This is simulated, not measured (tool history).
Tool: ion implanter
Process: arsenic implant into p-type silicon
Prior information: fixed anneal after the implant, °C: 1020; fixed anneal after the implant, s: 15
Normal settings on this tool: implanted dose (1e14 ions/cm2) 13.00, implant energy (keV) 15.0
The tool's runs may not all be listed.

| run | day | implanted dose (1e14 ions/cm2) | implant energy (keV) | read-back reference wafer on the same gauge, sheet resistance | sheet resistance of the implanted and annealed layer (ohm/square) |
|---|---|---|---|---|---|
| 1 | 0.000 | 13.00 | 15.0 | 121.04 | 137.18 |
| 2 | 1.267 | 13.00 | 15.0 | 120.97 | 137.06 |
| 3 | 2.400 | 13.00 | 15.0 | 121.03 | 137.22 |
| 4 | 3.571 | 14.93 | 15.0 | 121.04 | 131.19 |
| 5 | 5.000 | 14.93 | 15.0 | 120.95 | 131.14 |
| 6 | 5.512 | 13.00 | 11.0 | 120.99 | 145.93 |
| 7 | 6.042 | 13.00 | 11.0 | 121.05 | 145.73 |
| 8 | 6.596 | 13.00 | 11.0 | 121.05 | 146.27 |
| 9 | 7.712 | 15.25 | 15.0 | 121.08 | 130.29 |
|  | 8.133 | extraction supply calibrated |
| 10 | 8.275 | 15.25 | 15.0 | 121.01 | 130.34 |
| 11 | 9.450 | 15.25 | 15.0 | 120.99 | 130.53 |
| 12 | 10.225 | 13.00 | 15.0 | 121.02 | 137.71 |
| 13 | 10.892 | 11.95 | 15.0 | 120.94 | 143.02 |
| 14 | 12.129 | 13.00 | 15.0 | 121.01 | 137.73 |
| 15 | 13.050 | 13.00 | 15.0 | 120.98 | 138.11 |
|  | 14.221 | Faraday cup replaced and dose calibrated |
| 16 | 14.242 | 13.00 | 15.0 | 120.97 | 135.17 |
| 17 | 14.825 | 13.00 | 15.0 | 120.99 | 135.68 |
| 18 | 15.500 | 13.00 | 15.0 | 120.90 | 135.81 |
|  | 15.792 | gauge calibrated |
| 19 | 16.629 | 9.80 | 15.0 | 121.04 | 153.37 |
| 20 | 17.904 | 14.93 | 15.0 | 120.97 | 129.46 |
| 21 | 19.275 | 11.66 | 19.5 | 121.00 | 133.43 |
| 22 | 20.467 | 15.54 | 15.0 | 121.05 | 128.53 |
| 23 | 21.929 | 14.33 | 20.0 | 121.02 | 122.05 |
| 24 | 23.308 | 16.25 | 19.5 | 120.99 | 118.79 |
| 25 | 23.929 | 10.17 | 15.0 | 121.01 | 150.77 |
| 26 | 25.129 | 15.50 | 12.5 | 120.98 | 133.39 |
| 27 | 25.654 | 16.21 | 15.0 | 120.96 | 126.93 |
| 28 | 26.858 | 11.19 | 13.5 | 120.96 | 147.05 |
| 29 | 27.967 | 9.15 | 19.5 | 120.97 | 151.83 |
| 30 | 28.842 | 10.91 | 10.5 | 121.05 | 155.32 |
| 31 | 29.704 | 14.41 | 13.5 | 120.98 | 133.88 |
| 32 | 30.442 | 10.22 | 19.0 | 120.99 | 143.75 |
| 33 | 31.608 | 13.00 | 15.0 | 120.97 | 135.79 |
| 34 | 32.938 | 16.13 | 12.5 | 120.97 | 132.27 |
| 35 | 33.800 | 15.04 | 15.0 | 120.92 | 129.04 |
| 36 | 35.246 | 9.23 | 19.5 | 121.01 | 151.01 |
| 37 | 36.579 | 13.00 | 15.0 | 121.06 | 135.88 |

A few steps of sheet resistance of the implanted and annealed layer (ohm/square) between consecutive runs. Split each: what settings, incoming material and random variation would produce without the hidden state, and what is left over for the hidden state, along with gauge scatter present in only one of the two compared results (measured, and without hidden state):
Hidden conditions of the tool in this case: deviation of the true dose from the Faraday cup's reading, %; deviation of the true energy from its setpoint, %; gauge reads high (%).
Run 11 -> 12: implanted dose (1e14 ions/cm2) 15.25 -> 13.00. sheet resistance of the implanted and annealed layer (ohm/square) +7.18: hidden state +0.72, all else +6.46.
Run 15 -> 16: Faraday cup replaced and dose calibrated. sheet resistance of the implanted and annealed layer (ohm/square) -2.94: hidden state -2.54, all else -0.40.
Run 19 -> 20: implanted dose (1e14 ions/cm2) 9.80 -> 14.93. sheet resistance of the implanted and annealed layer (ohm/square) -23.91: hidden state -0.23, all else -23.68.
Run 24 -> 25: implanted dose (1e14 ions/cm2) 16.25 -> 10.17, implant energy (keV) 19.5 -> 15.0. sheet resistance of the implanted and annealed layer (ohm/square) +31.98: hidden state +0.29, all else +31.69.
Run 35 -> 36: implanted dose (1e14 ions/cm2) 15.04 -> 9.23, implant energy (keV) 15.0 -> 19.5. sheet resistance of the implanted and annealed layer (ohm/square) +21.97: hidden state +0.59, all else +21.38.
